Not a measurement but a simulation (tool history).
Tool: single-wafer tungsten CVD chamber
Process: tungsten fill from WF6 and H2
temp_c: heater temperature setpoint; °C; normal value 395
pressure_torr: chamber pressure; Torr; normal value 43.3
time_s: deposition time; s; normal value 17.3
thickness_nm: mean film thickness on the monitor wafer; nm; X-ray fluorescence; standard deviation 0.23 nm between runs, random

run	hour	temp_c	pressure_torr	time_s	read-back reference wafer on the same gauge, thickness_nm	thickness_nm
1	0.0	395	50.7	17.3	50.837	54.935
# hour 8.3: gauge calibrated
2	91.6	395	50.7	17.3	50.877	54.524
3	110.8	395	43.3	17.3	50.687	49.957
4	145.6	395	43.3	17.3	50.733	49.763
5	165.4	395	43.3	17.3	50.800	49.257
6	187.2	395	47.9	17.3	50.821	52.523
7	219.0	395	43.3	17.3	50.769	49.550
8	249.8	395	43.3	17.3	50.801	49.353
9	263.4	395	38.4	17.3	50.766	45.496
10	296.7	395	38.4	17.3	50.874	45.464
11	328.4	395	38.4	17.3	50.815	45.735
12	345.4	395	43.3	16.5	50.847	46.572
13	361.8	401	43.3	17.3	50.796	54.915
14	380.2	395	43.3	14.7	50.906	41.512
15	398.5	389	43.3	18.2	50.879	45.501
16	417.7	404	43.3	15.7	50.820	52.670
17	441.7	404	43.3	15.7	50.877	52.424
18	491.3	395	43.3	17.3	50.675	48.535
# hour 518.4: capacitance manometer re-zeroed and calibrated
19	522.3	395	43.3	14.0	50.887	39.514
20	548.3	395	43.3	17.3	50.796	48.109
21	575.3	409	43.3	14.6	50.727	53.079
# hour 583.9: showerhead replaced, of another model than before
22	605.6	395	37.1	17.3	50.791	42.804
# hour 606.2: gauge calibrated
23	632.7	395	43.3	17.3	50.945	48.094
24	659.8	395	43.3	17.3	50.887	47.963
# hour 678.5: thermocouple changed; heater temperature recalibrated
25	690.7	401	34.8	15.0	50.651	40.428
26	711.1	406	53.2	17.3	50.799	72.173
27	735.7	407	43.3	15.0	50.874	55.206
28	764.5	390	40.3	16.0	50.751	40.269
29	795.2	395	38.4	17.3	50.776	46.148
30	811.3	395	43.3	17.3	50.878	50.592
31	825.6	382	52.3	17.3	50.729	44.813
32	847.1	395	49.0	17.3	50.680	55.565
33	865.6	383	34.6	17.3	50.843	32.406
34	891.3	407	43.3	17.3	50.790	63.432

For each run, the measured value with the value that run would have given without the tool's hidden condition subtracted. The run-to-run variation is shared by both, the gauge scatter possibly not:
Hidden conditions of the tool in this case: wafer temperature above the value expected at the setpoint (K); true pressure above the setpoint (%); gauge reads high (%).
run	thickness_nm
1	-1.240
2	-1.470
3	-1.395
4	-1.478
5	-1.513
6	-1.675
7	-1.664
8	-1.740
9	-1.639
10	-1.724
11	-1.817
12	-1.897
13	-2.199
14	-1.776
15	-2.084
16	-2.222
17	-2.284
18	-2.412
19	-2.044
20	-2.571
21	-2.701
22	-2.453
23	-2.846
24	-2.930
25	-0.177
26	-0.312
27	-0.239
28	-0.198
29	-0.223
30	-0.248
31	-0.237
32	-0.282
33	-0.178
34	-0.315
